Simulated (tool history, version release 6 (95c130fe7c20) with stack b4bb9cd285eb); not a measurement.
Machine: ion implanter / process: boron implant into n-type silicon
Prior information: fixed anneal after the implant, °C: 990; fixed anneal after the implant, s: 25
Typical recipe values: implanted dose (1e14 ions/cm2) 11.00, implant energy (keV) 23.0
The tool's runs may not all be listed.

run     day  implanted dose (1e14 ions/cm2)  implant energy (keV)  read-back reference wafer on the same gauge, sheet resistance  sheet resistance of the implanted and annealed layer (ohm/square)
  1   0.000                           11.00                  23.0                                                         104.06                                                             108.24
  2   1.004                           11.00                  23.0                                                         103.98                                                             108.52
  3   1.850                           11.00                  23.0                                                         104.14                                                             108.14
  4   2.433                           11.00                  23.0                                                         103.97                                                             109.33
  5   3.183                           11.00                  23.0                                                         103.89                                                             108.06
  6   6.192                           11.00                  23.0                                                         103.90                                                             108.79
  7   7.233                           12.40                  23.0                                                         104.10                                                              99.07
  8   7.779                           12.40                  23.0                                                         104.06                                                              99.07
  9   9.271                           11.00                  23.0                                                         104.02                                                             108.64
 10  11.017                           11.00                  23.0                                                         103.95                                                             108.51
 11  12.117                           11.00                  23.0                                                         103.83                                                             108.65
 12  13.104                            8.66                  23.0                                                         103.91                                                             132.61
     14.217  -- extraction supply calibrated
 13  14.238                           11.00                  23.0                                                         104.20                                                             108.37
 14  15.150                           11.00                  23.0                                                         104.19                                                             108.47
 15  15.779                           11.00                  23.0                                                         104.21                                                             108.54
 16  16.525                           11.00                  23.0                                                         104.02                                                             108.68
 17  17.258                           11.00                  23.0                                                         103.95                                                             108.32
 18  18.162                           11.00                  23.0                                                         104.08                                                             108.31
 19  18.679                           12.33                  18.5                                                         103.90                                                             101.92
 20  19.762                           12.30                  27.5                                                         103.95                                                              97.70
 21  20.875                           13.00                  28.5                                                         104.19                                                              93.46
     22.512  -- Faraday cup replaced and dose calibrated
 22  22.533                           11.00                  17.0                                                         103.95                                                             108.30
     25.175  -- gauge calibrated
 23  26.183                           11.00                  23.0                                                         104.08                                                             105.53
 24  27.571                           11.00                  23.0                                                         103.94                                                             106.08
 25  30.892                           11.00                  23.0                                                         103.91                                                             106.12
 26  32.133                           10.16                  29.0                                                         103.92                                                             111.35
 27  33.038                            9.55                  19.5                                                         104.01                                                             120.23
 28  33.654                            8.44                  27.5                                                         104.13                                                             130.36
 29  34.996                            8.61                  19.0                                                         104.03                                                             131.98
 30  35.762                           11.00                  23.0                                                         104.18                                                             106.43
 31  38.667                           11.00                  23.0                                                         103.93                                                             106.92
 32  40.008                           13.84                  26.5                                                         104.00                                                              89.06
 33  41.162                           11.00                  25.5                                                         104.05                                                             105.25
 34  42.283                           11.00                  23.0                                                         104.07                                                             106.84
 35  42.850                           12.47                  17.0                                                         103.98                                                             101.46
 36  43.633                           11.00                  23.0                                                         104.03                                                             106.67
 37  44.858                           12.13                  15.0                                                         103.99                                                             106.30
 38  45.979                           13.97                  19.5                                                         104.19                                                              91.48

What if the next run were any one of these 3? Each begins from the tool's condition after run 38:
  A  45.996                           11.00                  23.0                                                              ?                                                                  ?
  B  45.996                           13.50                  17.5                                                              ?                                                                  ?
  C  45.996                            7.73                  17.0                                                              ?                                                                  ?

run  read-back reference wafer on the same gauge, sheet resistance  sheet resistance of the implanted and annealed layer (ohm/square)
  A                                                         103.96                                                             106.88
  B                                                         103.96                                                              95.62
  C                                                         103.96                                                             146.19
Without the tool's unlogged condition, the same runs would have read:
run  sheet resistance of the implanted and annealed layer (ohm/square)
  A                                                             104.07
  B                                                              93.58
  C                                                             142.12
